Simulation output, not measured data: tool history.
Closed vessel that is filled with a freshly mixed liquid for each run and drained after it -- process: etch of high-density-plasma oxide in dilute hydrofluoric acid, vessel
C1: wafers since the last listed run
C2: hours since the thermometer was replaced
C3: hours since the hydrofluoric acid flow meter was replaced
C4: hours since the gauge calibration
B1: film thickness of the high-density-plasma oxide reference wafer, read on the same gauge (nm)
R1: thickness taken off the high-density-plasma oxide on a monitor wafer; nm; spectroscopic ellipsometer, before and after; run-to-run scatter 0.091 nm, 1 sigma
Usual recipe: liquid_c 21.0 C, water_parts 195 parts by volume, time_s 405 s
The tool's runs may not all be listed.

{"run": 1, "day": 0.0, "liquid_c": 21.0, "water_parts": 195, "time_s": 595, "C1": 0, "C2": 620.7, "C3": 140.2, "C4": 229.5, "B1": 49.99, "R1": 19.01}
{"run": 2, "day": 0.679, "liquid_c": 21.0, "water_parts": 195, "time_s": 595, "C1": 1509, "C2": 637.0, "C3": 156.5, "C4": 245.8, "B1": 50.02, "R1": 19.1}
{"run": 3, "day": 1.438, "liquid_c": 21.0, "water_parts": 195, "time_s": 405, "C1": 1684, "C2": 655.2, "C3": 174.7, "C4": 264.0, "B1": 49.97, "R1": 12.92}
{"run": 4, "day": 2.108, "liquid_c": 21.0, "water_parts": 235, "time_s": 405, "C1": 1490, "C2": 671.3, "C3": 190.8, "C4": 280.1, "B1": 49.97, "R1": 10.42}
{"run": 5, "day": 3.488, "liquid_c": 21.0, "water_parts": 235, "time_s": 405, "C1": 3064, "C2": 704.4, "C3": 223.9, "C4": 313.2, "B1": 49.99, "R1": 10.45}
{"day": 4.467, "done": "gauge calibrated"}
{"run": 6, "day": 4.583, "liquid_c": 21.0, "water_parts": 260, "time_s": 405, "C1": 2434, "C2": 730.7, "C3": 250.2, "C4": 2.8, "B1": 50.0, "R1": 9.12}
{"run": 7, "day": 5.358, "liquid_c": 19.5, "water_parts": 195, "time_s": 405, "C1": 1722, "C2": 749.3, "C3": 268.8, "C4": 21.4, "B1": 50.0, "R1": 12.32}
{"run": 8, "day": 5.958, "liquid_c": 19.5, "water_parts": 195, "time_s": 405, "C1": 1333, "C2": 763.7, "C3": 283.2, "C4": 35.8, "B1": 50.02, "R1": 12.29}
{"run": 9, "day": 7.404, "liquid_c": 19.5, "water_parts": 195, "time_s": 405, "C1": 3212, "C2": 798.4, "C3": 317.9, "C4": 70.5, "B1": 50.03, "R1": 12.3}
{"run": 10, "day": 8.604, "liquid_c": 21.0, "water_parts": 195, "time_s": 405, "C1": 2666, "C2": 827.2, "C3": 346.7, "C4": 99.3, "B1": 49.98, "R1": 12.76}
{"run": 11, "day": 9.996, "liquid_c": 21.0, "water_parts": 195, "time_s": 405, "C1": 3092, "C2": 860.6, "C3": 380.1, "C4": 132.7, "B1": 50.03, "R1": 13.05}
{"run": 12, "day": 10.583, "liquid_c": 21.0, "water_parts": 195, "time_s": 405, "C1": 1305, "C2": 874.7, "C3": 394.2, "C4": 146.8, "B1": 50.0, "R1": 13.0}
{"run": 13, "day": 11.658, "liquid_c": 19.0, "water_parts": 195, "time_s": 405, "C1": 2388, "C2": 900.5, "C3": 420.0, "C4": 172.6, "B1": 50.0, "R1": 12.02}
{"run": 14, "day": 12.471, "liquid_c": 21.0, "water_parts": 195, "time_s": 405, "C1": 1805, "C2": 920.0, "C3": 439.5, "C4": 192.1, "B1": 50.02, "R1": 12.95}
{"run": 15, "day": 13.475, "liquid_c": 24.5, "water_parts": 195, "time_s": 320, "C1": 2231, "C2": 944.1, "C3": 463.6, "C4": 216.2, "B1": 50.01, "R1": 11.65}
{"run": 16, "day": 14.012, "liquid_c": 17.0, "water_parts": 195, "time_s": 405, "C1": 1194, "C2": 957.0, "C3": 476.5, "C4": 229.1, "B1": 49.97, "R1": 11.1}
{"run": 17, "day": 14.733, "liquid_c": 19.0, "water_parts": 95, "time_s": 490, "C1": 1601, "C2": 974.3, "C3": 493.8, "C4": 246.4, "B1": 50.04, "R1": 33.53}
{"run": 18, "day": 15.762, "liquid_c": 21.0, "water_parts": 155, "time_s": 475, "C1": 2286, "C2": 999.0, "C3": 518.5, "C4": 271.1, "B1": 49.99, "R1": 20.01}
{"run": 19, "day": 16.892, "liquid_c": 21.0, "water_parts": 195, "time_s": 160, "C1": 2508, "C2": 1026.1, "C3": 545.6, "C4": 298.2, "B1": 50.01, "R1": 5.14}
{"run": 20, "day": 17.817, "liquid_c": 21.0, "water_parts": 195, "time_s": 210, "C1": 2055, "C2": 1048.3, "C3": 567.8, "C4": 320.4, "B1": 49.97, "R1": 6.7}
{"day": 18.696, "done": "thermometer replaced"}
{"day": 18.771, "done": "hydrofluoric acid flow meter replaced"}
{"day": 19.05, "done": "gauge calibrated"}
{"run": 21, "day": 21.45, "liquid_c": 21.0, "water_parts": 195, "time_s": 565, "C1": 7887, "C2": 66.1, "C3": 64.3, "C4": 57.6, "B1": 49.99, "R1": 18.05}
{"run": 22, "day": 22.529, "liquid_c": 21.0, "water_parts": 195, "time_s": 405, "C1": 2397, "C2": 92.0, "C3": 90.2, "C4": 83.5, "B1": 49.99, "R1": 12.99}
{"run": 23, "day": 25.175, "liquid_c": 17.0, "water_parts": 100, "time_s": 490, "C1": 5878, "C2": 155.5, "C3": 153.7, "C4": 147.0, "B1": 49.97, "R1": 28.25}
{"run": 24, "day": 26.175, "liquid_c": 22.5, "water_parts": 235, "time_s": 320, "C1": 2221, "C2": 179.5, "C3": 177.7, "C4": 171.0, "B1": 49.99, "R1": 8.63}
{"run": 25, "day": 26.858, "liquid_c": 21.0, "water_parts": 195, "time_s": 405, "C1": 1518, "C2": 195.9, "C3": 194.1, "C4": 187.4, "B1": 49.99, "R1": 13.14}

Branching from run 25: 4 alternative next runs. What would each branch give?
{"run": "A", "day": 26.892, "liquid_c": 21.0, "water_parts": 225, "time_s": 405, "C1": 74, "C2": 196.7, "C3": 194.9, "C4": 188.2, "B1": "?", "R1": "?"}
{"run": "B", "day": 26.892, "liquid_c": 21.0, "water_parts": 230, "time_s": 405, "C1": 74, "C2": 196.7, "C3": 194.9, "C4": 188.2, "B1": "?", "R1": "?"}
{"run": "C", "day": 26.892, "liquid_c": 21.0, "water_parts": 195, "time_s": 540, "C1": 74, "C2": 196.7, "C3": 194.9, "C4": 188.2, "B1": "?", "R1": "?"}
{"run": "D", "day": 26.892, "liquid_c": 24.0, "water_parts": 275, "time_s": 495, "C1": 74, "C2": 196.7, "C3": 194.9, "C4": 188.2, "B1": "?", "R1": "?"}

run=A B1=50.02 R1=10.98
run=B B1=50.02 R1=10.69
run=C B1=50.02 R1=17.41
run=D B1=50.02 R1=11.66
With the hidden condition removed and each run's random variation left untouched, the same runs would have given:
run=A R1=10.98
run=B R1=10.69
run=C R1=17.41
run=D R1=11.66

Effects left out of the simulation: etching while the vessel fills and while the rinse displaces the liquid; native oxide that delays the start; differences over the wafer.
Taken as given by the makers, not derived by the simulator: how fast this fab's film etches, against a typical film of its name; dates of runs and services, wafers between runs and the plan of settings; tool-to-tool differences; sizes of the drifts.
